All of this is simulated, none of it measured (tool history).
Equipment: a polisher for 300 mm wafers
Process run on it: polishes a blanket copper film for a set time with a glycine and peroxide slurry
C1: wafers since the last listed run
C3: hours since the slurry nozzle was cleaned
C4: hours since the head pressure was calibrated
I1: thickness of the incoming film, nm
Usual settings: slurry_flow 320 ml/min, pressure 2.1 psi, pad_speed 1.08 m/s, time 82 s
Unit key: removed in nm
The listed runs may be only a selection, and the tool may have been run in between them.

Run 1, day 0: usual settings but pad_speed 0.96 m/s; C1 0; wafers polished on this pad 3274; C3 73.3; C4 446.9; I1 1097.8. Result: removed 269 nm.
Run 2, day 4.125: usual settings but slurry_flow 240 ml/min, time 72 s; C1 726; wafers polished on this pad 4001; C3 172.3; C4 545.9; I1 1097.6. Result: removed 252.6 nm.
At day 8.229: worn pad replaced by a new one.
Run 3, day 8.525: usual settings but pressure 2.6 psi; C1 746; wafers polished on this pad 52; C3 277.9; C4 651.5; I1 1098.1. Result: removed 338.8 nm.
Run 4, day 10.267: usual settings but pressure 2.6 psi; C1 306; wafers polished on this pad 358; C3 319.7; C4 693.3; I1 1073.1. Result: removed 336.3 nm.
Run 5, day 13.829: usual settings; C1 627; wafers polished on this pad 986; C3 405.2; C4 778.8; I1 1100. Result: removed 299.1 nm.
Run 6, day 15.65: usual settings; C1 320; wafers polished on this pad 1307; C3 448.9; C4 822.5; I1 1095.2. Result: removed 287.5 nm.
Run 7, day 17.792: usual settings but time 102 s; C1 377; wafers polished on this pad 1685; C3 500.3; C4 873.9; I1 1087.2. Result: removed 365.7 nm.
At day 20.225: head pressure recalibrated.
Run 8, day 21.688: usual settings but time 102 s; C1 671; wafers polished on this pad 2356; C3 593.8; C4 35.1; I1 1091.7. Result: removed 378.5 nm.
Run 9, day 25.529: usual settings but pressure 2.4 psi; C1 677; wafers polished on this pad 3033; C3 686; C4 127.3; I1 1093.4. Result: removed 333.4 nm.
At day 27.617: slurry nozzle cleaned.
Run 10, day 28.271: usual settings but pressure 2.4 psi; C1 475; wafers polished on this pad 3509; C3 15.7; C4 193.1; I1 1084.8. Result: removed 332.5 nm.
Run 11, day 30.525: usual settings but time 95 s; C1 397; wafers polished on this pad 3907; C3 69.8; C4 247.2; I1 1081.1. Result: removed 350.4 nm.
At day 32.958: worn pad replaced by a new one.
Run 12, day 38.896: usual settings but time 95 s; C1 1445; wafers polished on this pad 1046; C3 270.7; C4 448.1; I1 1104.1. Result: removed 341 nm.
Run 13, day 43.35: usual settings but time 95 s; C1 784; wafers polished on this pad 1831; C3 377.6; C4 555; I1 1078.7. Result: removed 346.5 nm.
Run 14, day 46.308: usual settings; C1 521; wafers polished on this pad 2352; C3 448.6; C4 626; I1 1079.8. Result: removed 292.9 nm.
Run 15, day 49.133: usual settings; C1 497; wafers polished on this pad 2850; C3 516.4; C4 693.8; I1 1099.9. Result: removed 292.4 nm.
Run 16, day 52.188: usual settings; C1 538; wafers polished on this pad 3388; C3 589.7; C4 767.1; I1 1092.9. Result: removed 291 nm.
Run 17, day 56.65: usual settings; C1 786; wafers polished on this pad 4175; C3 696.8; C4 874.2; I1 1080.6. Result: removed 293.1 nm.
At day 57.238: head pressure recalibrated.
At day 59.388: worn pad replaced by a new one.
At day 59.696: slurry nozzle cleaned.
Run 18, day 60.329: usual settings; C1 596; wafers polished on this pad 158; C3 15.2; C4 74.2; I1 1074.8. Result: removed 304.4 nm.
Run 19, day 61.833: usual settings but slurry_flow 245 ml/min, time 56 s; C1 265; wafers polished on this pad 423; C3 51.3; C4 110.3; I1 1111.6. Result: removed 202.7 nm.
Run 20, day 65.042: usual settings but pressure 1.8 psi; C1 565; wafers polished on this pad 988; C3 128.3; C4 187.3; I1 1074.8. Result: removed 275.8 nm.
Run 21, day 69.417: usual settings; C1 771; wafers polished on this pad 1759; C3 233.3; C4 292.3; I1 1077.7. Result: removed 309.3 nm.
Run 22, day 71.217: usual settings but slurry_flow 410 ml/min, pressure 2.8 psi, pad_speed 1.34 m/s; C1 317; wafers polished on this pad 2077; C3 276.5; C4 335.5; I1 1082.1. Result: removed 450.2 nm.
Run 23, day 73.158: usual settings; C1 342; wafers polished on this pad 2419; C3 323.1; C4 382.1; I1 1104.4. Result: removed 297.7 nm.
Run 24, day 75.362: usual settings but pressure 1.6 psi; C1 388; wafers polished on this pad 2807; C3 376; C4 435; I1 1097.4. Result: removed 257.3 nm.
Run 25, day 79.012: usual settings but slurry_flow 365 ml/min; C1 643; wafers polished on this pad 3450; C3 463.6; C4 522.6; I1 1091.7. Result: removed 301 nm.
Run 26, day 82.467: usual settings but slurry_flow 220 ml/min, pressure 1.5 psi, pad_speed 1.44 m/s, time 61 s; C1 608; wafers polished on this pad 4059; C3 546.5; C4 605.5; I1 1093.2. Result: removed 209.7 nm.
At day 83.425: worn pad replaced by a new one.
Run 27, day 85.217: usual settings but slurry_flow 400 ml/min; C1 455; wafers polished on this pad 315; C3 612.5; C4 671.5; I1 1103.5. Result: removed 302 nm.
At day 89.142: slurry nozzle cleaned.
Run 28, day 93.892: usual settings but slurry_flow 380 ml/min, pressure 2.6 psi, pad_speed 1.18 m/s, time 74 s; C1 1521; wafers polished on this pad 1837; C3 114; C4 879.7; I1 1080. Result: removed 333 nm.
At day 96.112: head pressure recalibrated.
Run 29, day 96.321: usual settings but pad_speed 1.4 m/s; C1 413; wafers polished on this pad 2250; C3 172.3; C4 5; I1 1088.3. Result: removed 367.8 nm.
Run 30, day 97.879: usual settings but slurry_flow 265 ml/min, pressure 1.6 psi, pad_speed 0.9 m/s, time 110 s; C1 274; wafers polished on this pad 2525; C3 209.7; C4 42.4; I1 1087.1. Result: removed 292.1 nm.
Run 31, day 99.608: usual settings but time 92 s; C1 304; wafers polished on this pad 2830; C3 251.2; C4 83.9; I1 1071.6. Result: removed 339.6 nm.
At day 109.438: worn pad replaced by a new one.
Run 32, day 110.142: usual settings but slurry_flow 245 ml/min, pressure 2.5 psi, pad_speed 1.32 m/s, time 109 s; C1 1826; wafers polished on this pad 124; C3 504; C4 336.7; I1 1093.5. Result: removed 504.9 nm.
Run 33, day 113.271: usual settings but slurry_flow 285 ml/min, pressure 1.8 psi; C1 551; wafers polished on this pad 675; C3 579.1; C4 411.8; I1 1099.1. Result: removed 270 nm.
At day 115.017: slurry nozzle cleaned.
Run 34, day 116.45: usual settings; C1 552; wafers polished on this pad 1228; C3 34.4; C4 488.1; I1 1092.7. Result: removed 295.2 nm.
Run 35, day 119.046: usual settings; C1 457; wafers polished on this pad 1685; C3 96.7; C4 550.4; I1 1096. Result: removed 294.6 nm.
Run 36, day 121.2: usual settings; C1 379; wafers polished on this pad 2065; C3 148.4; C4 602.1; I1 1082.7. Result: removed 298.3 nm.
Run 37, day 125: usual settings; C1 669; wafers polished on this pad 2735; C3 239.6; C4 693.3; I1 1078.3. Result: removed 289.3 nm.

Each row is a separate what-if for the run after 37, all from the same tool condition, not one after another. Results?
Run A, day 125.021: usual settings; C1 3; wafers polished on this pad 2738; C3 240.1; C4 693.8; I1 1083.9. Result: removed ?.
Run B, day 125.021: usual settings but slurry_flow 265 ml/min, time 90 s; C1 3; wafers polished on this pad 2738; C3 240.1; C4 693.8; I1 1083.9. Result: removed ?.
Run C, day 125.021: usual settings but slurry_flow 230 ml/min; C1 3; wafers polished on this pad 2738; C3 240.1; C4 693.8; I1 1083.9. Result: removed ?.

run  removed
  A    287.7
  B    309.7
  C    277.2
The same runs, with their run-to-run variation unchanged, on a tool lacking any hidden condition would have given:
run  removed
  A    301.6
  B    324.5
  C    290.5

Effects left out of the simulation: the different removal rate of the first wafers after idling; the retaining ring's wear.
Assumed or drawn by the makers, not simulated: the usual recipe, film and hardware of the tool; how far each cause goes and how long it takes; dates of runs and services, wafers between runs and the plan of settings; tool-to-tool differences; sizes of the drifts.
